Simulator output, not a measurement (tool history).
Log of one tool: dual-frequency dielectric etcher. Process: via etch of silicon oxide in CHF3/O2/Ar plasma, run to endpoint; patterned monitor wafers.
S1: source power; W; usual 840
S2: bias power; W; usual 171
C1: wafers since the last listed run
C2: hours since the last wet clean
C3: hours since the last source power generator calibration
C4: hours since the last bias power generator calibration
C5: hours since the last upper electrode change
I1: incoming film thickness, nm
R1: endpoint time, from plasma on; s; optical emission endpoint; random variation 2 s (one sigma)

| run | hour | S1 | S2 | C1 | C2 | C3 | C4 | C5 | I1 | R1 |
|---|---|---|---|---|---|---|---|---|---|---|
| 1 | 0 | 840 | 143 | 0 | 397 | 3233.7 | 2009.4 | 1004.8 | 581.9 | 305.4 |
| 2 | 46.4 | 840 | 143 | 154 | 443.4 | 3280.1 | 2055.8 | 1051.2 | 579 | 305.1 |
|  | 125 | wet clean of the chamber |
| 3 | 125.5 | 840 | 143 | 183 | 0.5 | 3359.2 | 2134.9 | 1130.3 | 582.4 | 301.5 |
| 4 | 182.2 | 840 | 202 | 188 | 57.2 | 3415.9 | 2191.6 | 1187 | 582.9 | 259 |
| 5 | 253.7 | 840 | 171 | 237 | 128.7 | 3487.4 | 2263.1 | 1258.5 | 578.9 | 276.8 |
| 6 | 312.1 | 840 | 171 | 194 | 187.1 | 3545.8 | 2321.5 | 1316.9 | 584.6 | 282.7 |
| 7 | 376.3 | 840 | 171 | 213 | 251.3 | 3610 | 2385.7 | 1381.1 | 578.5 | 281.6 |
| 8 | 409.5 | 840 | 171 | 110 | 284.5 | 3643.2 | 2418.9 | 1414.3 | 581.3 | 281.8 |
|  | 449.7 | source power generator calibrated |
| 9 | 477.6 | 840 | 171 | 213 | 352.6 | 27.9 | 2487 | 1482.4 | 580 | 284.6 |
| 10 | 502 | 840 | 171 | 81 | 377 | 52.3 | 2511.4 | 1506.8 | 578.6 | 280.7 |
| 11 | 547.1 | 690 | 193 | 149 | 422.1 | 97.4 | 2556.5 | 1551.9 | 579 | 297 |
| 12 | 613.1 | 750 | 171 | 219 | 488.1 | 163.4 | 2622.5 | 1617.9 | 584.3 | 308.3 |
| 13 | 640.5 | 750 | 171 | 91 | 515.5 | 190.8 | 2649.9 | 1645.3 | 585.1 | 307.5 |
| 14 | 699.5 | 840 | 171 | 196 | 574.5 | 249.8 | 2708.9 | 1704.3 | 581.3 | 285.8 |
|  | 761.1 | wet clean of the chamber |
| 15 | 761.6 | 840 | 171 | 126 | 0.5 | 311.9 | 2771 | 1766.4 | 576.1 | 274 |
| 16 | 767.2 | 900 | 207 | 18 | 6.1 | 317.5 | 2776.6 | 1772 | 582.9 | 248.6 |

Forecast run 17:
| 17 | 796.9 | 1010 | 157 | 98 | 35.8 | 347.2 | 2806.3 | 1801.7 | 587.7 | ? |

Run 17 gave R1 268.8 s.
Without the tool's hidden state the same run would have given R1 267.5 s.

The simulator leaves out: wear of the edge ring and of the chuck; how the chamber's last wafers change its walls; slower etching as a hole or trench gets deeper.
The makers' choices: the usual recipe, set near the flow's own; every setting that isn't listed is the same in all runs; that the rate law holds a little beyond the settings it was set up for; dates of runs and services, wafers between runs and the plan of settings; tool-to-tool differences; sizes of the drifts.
